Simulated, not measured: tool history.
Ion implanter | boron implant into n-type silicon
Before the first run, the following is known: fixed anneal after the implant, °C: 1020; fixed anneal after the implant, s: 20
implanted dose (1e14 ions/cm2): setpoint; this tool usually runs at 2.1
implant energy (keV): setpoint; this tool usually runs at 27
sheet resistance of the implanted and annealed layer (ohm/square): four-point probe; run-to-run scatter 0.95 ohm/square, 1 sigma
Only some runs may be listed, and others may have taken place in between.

| run | day | implanted dose (1e14 ions/cm2) | implant energy (keV) | read-back reference wafer on the same gauge, sheet resistance | sheet resistance of the implanted and annealed layer (ohm/square) |
|---|---|---|---|---|---|
| 1 | 0 | 2.1 | 34 | 459.43 | 417.86 |
| 2 | 2.271 | 2.1 | 34 | 459.59 | 417.01 |
| 3 | 4.992 | 2.58 | 27 | 459.56 | 363.7 |
|  | 8.371 | Faraday cup replaced and dose calibrated |
| 4 | 14.371 | 2.1 | 27 | 460.76 | 430.06 |
| 5 | 18.342 | 2.1 | 27 | 460.94 | 430.39 |
| 6 | 21.538 | 2.1 | 27 | 461 | 432.49 |
| 7 | 25.788 | 1.68 | 30 | 460.82 | 505.35 |
| 8 | 29.029 | 1.68 | 30 | 461.78 | 507.45 |
| 9 | 31.233 | 2.1 | 27 | 461.86 | 431.14 |
| 10 | 34.021 | 2.1 | 27 | 462.16 | 433.01 |
| 11 | 37.962 | 2.1 | 27 | 462.66 | 432.31 |
| 12 | 41.433 | 2.1 | 24 | 462.98 | 439.62 |
| 13 | 43.6 | 2.1 | 27 | 463.76 | 430.45 |
|  | 45.154 | gauge calibrated |
| 14 | 45.725 | 1.89 | 34.5 | 453.06 | 444.88 |
| 15 | 47.925 | 2.39 | 23.5 | 453.67 | 388.64 |
| 16 | 50.742 | 2.53 | 18.5 | 454.43 | 381.74 |
| 17 | 53.004 | 1.82 | 27 | 453.89 | 475.05 |
| 18 | 54.546 | 2.1 | 31 | 454.34 | 416.58 |
| 19 | 56.983 | 2.65 | 27 | 454.32 | 353.39 |
| 20 | 60.079 | 2.1 | 27 | 454.13 | 423.38 |
| 21 | 62.65 | 2.1 | 27 | 454.79 | 425.21 |
| 22 | 67.129 | 2.39 | 23.5 | 455 | 390.65 |
| 23 | 70.108 | 1.86 | 21 | 455.75 | 484.14 |
| 24 | 72.417 | 1.68 | 29.5 | 455.71 | 500.56 |
|  | 73.071 | Faraday cup replaced and dose calibrated |
|  | 75.412 | extraction supply calibrated |
| 25 | 75.533 | 2.52 | 32.5 | 455.93 | 362.8 |
| 26 | 79.692 | 2.1 | 20.5 | 456.76 | 440.85 |
| 27 | 83.75 | 2.72 | 33 | 456.63 | 340.25 |
| 28 | 85.483 | 1.6 | 27 | 457.58 | 529.43 |
| 29 | 89.925 | 2.52 | 32.5 | 457.37 | 361.95 |
| 30 | 91.55 | 2.64 | 27 | 457.5 | 354.47 |
| 31 | 94.058 | 1.86 | 18 | 457.53 | 496.1 |
| 32 | 96.667 | 2.7 | 30 | 457.71 | 346.39 |

Run 33 has not been measured yet. What should we expect?
| 33 | 100.917 | 2.33 | 32 | ? | ? |

read-back reference wafer on the same gauge, sheet resistance: 458.29
sheet resistance of the implanted and annealed layer (ohm/square): 388.07
Were there no unlogged condition in the tool, this run, its random variation unchanged, would have produced sheet resistance of the implanted and annealed layer (ohm/square) 382.78.
